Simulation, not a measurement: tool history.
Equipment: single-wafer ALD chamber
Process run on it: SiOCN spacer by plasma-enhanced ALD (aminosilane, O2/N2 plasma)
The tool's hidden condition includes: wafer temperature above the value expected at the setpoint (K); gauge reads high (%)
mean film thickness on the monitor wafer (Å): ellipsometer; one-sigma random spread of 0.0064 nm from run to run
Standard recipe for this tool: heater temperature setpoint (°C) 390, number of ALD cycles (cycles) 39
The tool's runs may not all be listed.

| run | day | heater temperature setpoint (°C) | number of ALD cycles (cycles) | wafers since the last listed run | hours since the last thermocouple change | hours since the gauge calibration | read-back reference wafer on the same gauge, thickness_nm | mean film thickness on the monitor wafer (Å) |
|---|---|---|---|---|---|---|---|---|
| 1 | 0.000 | 390 | 39 | 0 | 383.6 | 959.8 | 2.720 | 25.78 |
| 2 | 2.883 | 390 | 39 | 560 | 452.8 | 1029.0 | 2.722 | 25.78 |
| 3 | 4.446 | 390 | 39 | 303 | 490.3 | 1066.5 | 2.720 | 25.75 |
| 4 | 6.525 | 390 | 39 | 404 | 540.2 | 1116.4 | 2.721 | 25.79 |
| 5 | 9.175 | 390 | 39 | 515 | 603.8 | 1180.0 | 2.721 | 25.81 |
| 6 | 11.629 | 390 | 39 | 477 | 662.7 | 1238.9 | 2.719 | 25.83 |
| 7 | 12.867 | 390 | 39 | 240 | 692.4 | 1268.6 | 2.720 | 25.80 |
| 8 | 15.088 | 398 | 39 | 431 | 745.7 | 1321.9 | 2.720 | 25.79 |
| 9 | 16.921 | 398 | 39 | 356 | 789.7 | 1365.9 | 2.720 | 25.69 |
| 10 | 18.262 | 398 | 39 | 260 | 821.9 | 1398.1 | 2.720 | 25.66 |
| 11 | 20.012 | 390 | 39 | 340 | 863.9 | 1440.1 | 2.720 | 25.72 |
| 12 | 23.004 | 390 | 39 | 581 | 935.7 | 1511.9 | 2.717 | 25.70 |
| 13 | 24.217 | 390 | 39 | 235 | 964.8 | 1541.0 | 2.721 | 25.72 |
| 14 | 26.262 | 390 | 39 | 397 | 1013.9 | 1590.1 | 2.719 | 25.83 |
| 15 | 27.692 | 390 | 39 | 277 | 1048.2 | 1624.4 | 2.722 | 25.73 |
| 16 | 30.671 | 390 | 39 | 579 | 1119.7 | 1695.9 | 2.718 | 25.64 |
| 17 | 33.329 | 390 | 39 | 516 | 1183.5 | 1759.7 | 2.720 | 25.79 |
| 18 | 34.629 | 390 | 39 | 252 | 1214.7 | 1790.9 | 2.719 | 25.73 |
| 19 | 35.950 | 390 | 33 | 256 | 1246.4 | 1822.6 | 2.720 | 21.75 |
| 20 | 37.096 | 390 | 45 | 222 | 1273.9 | 1850.1 | 2.720 | 29.63 |
| 21 | 39.521 | 390 | 45 | 471 | 1332.1 | 1908.3 | 2.720 | 29.61 |
| 22 | 46.442 | 390 | 39 | 1345 | 1498.2 | 2074.4 | 2.720 | 25.76 |
|  | 46.592 | gauge calibrated |
| 23 | 48.729 | 403 | 36 | 444 | 1553.1 | 51.3 | 2.720 | 23.39 |
| 24 | 50.296 | 394 | 45 | 304 | 1590.7 | 88.9 | 2.722 | 29.70 |
| 25 | 53.142 | 390 | 39 | 553 | 1659.0 | 157.2 | 2.722 | 25.81 |
|  | 53.958 | thermocouple changed; heater temperature recalibrated |
| 26 | 55.796 | 402 | 34 | 451 | 44.1 | 220.9 | 2.719 | 22.26 |
| 27 | 57.725 | 401 | 39 | 375 | 90.4 | 267.2 | 2.722 | 25.48 |
| 28 | 58.971 | 378 | 39 | 242 | 120.3 | 297.1 | 2.723 | 25.83 |
| 29 | 60.846 | 385 | 36 | 364 | 165.3 | 342.1 | 2.717 | 23.87 |
| 30 | 62.462 | 386 | 41 | 314 | 204.1 | 380.9 | 2.719 | 27.01 |
| 31 | 65.262 | 380 | 36 | 544 | 271.3 | 448.1 | 2.720 | 23.76 |
| 32 | 67.025 | 390 | 39 | 342 | 313.6 | 490.4 | 2.719 | 25.66 |
| 33 | 70.600 | 394 | 39 | 695 | 399.4 | 576.2 | 2.721 | 25.68 |
| 34 | 71.700 | 390 | 39 | 213 | 425.8 | 602.6 | 2.718 | 25.80 |
| 35 | 73.838 | 390 | 39 | 415 | 477.1 | 653.9 | 2.719 | 25.73 |
| 36 | 75.500 | 400 | 39 | 323 | 517.0 | 693.8 | 2.719 | 25.62 |
| 37 | 77.367 | 402 | 39 | 363 | 561.8 | 738.6 | 2.719 | 25.36 |
| 38 | 79.458 | 390 | 39 | 406 | 612.0 | 788.8 | 2.720 | 25.81 |
| 39 | 81.158 | 400 | 34 | 330 | 652.8 | 829.6 | 2.721 | 22.26 |
| 40 | 82.512 | 398 | 39 | 263 | 685.3 | 862.1 | 2.719 | 25.76 |
| 41 | 84.312 | 400 | 32 | 350 | 728.5 | 905.3 | 2.719 | 21.05 |
| 42 | 85.438 | 390 | 39 | 218 | 755.5 | 932.3 | 2.720 | 25.73 |

Branching from run 42: 5 alternative next runs. What would each branch give?
| A | 85.458 | 403 | 39 | 4 | 756.0 | 932.8 | ? | ? |
| B | 85.458 | 377 | 34 | 4 | 756.0 | 932.8 | ? | ? |
| C | 85.458 | 381 | 39 | 4 | 756.0 | 932.8 | ? | ? |
| D | 85.458 | 390 | 34 | 4 | 756.0 | 932.8 | ? | ? |
| E | 85.458 | 399 | 39 | 4 | 756.0 | 932.8 | ? | ? |

| run | read-back reference wafer on the same gauge, thickness_nm | mean film thickness on the monitor wafer (Å) |
|---|---|---|
| A | 2.720 | 25.34 |
| B | 2.720 | 22.42 |
| C | 2.720 | 25.71 |
| D | 2.720 | 22.42 |
| E | 2.720 | 25.69 |
The same runs, with their run-to-run variation unchanged, on a tool lacking any hidden condition would have given:
| run | mean film thickness on the monitor wafer (Å) |
|---|---|
| A | 25.34 |
| B | 22.42 |
| C | 25.71 |
| D | 22.42 |
| E | 25.69 |

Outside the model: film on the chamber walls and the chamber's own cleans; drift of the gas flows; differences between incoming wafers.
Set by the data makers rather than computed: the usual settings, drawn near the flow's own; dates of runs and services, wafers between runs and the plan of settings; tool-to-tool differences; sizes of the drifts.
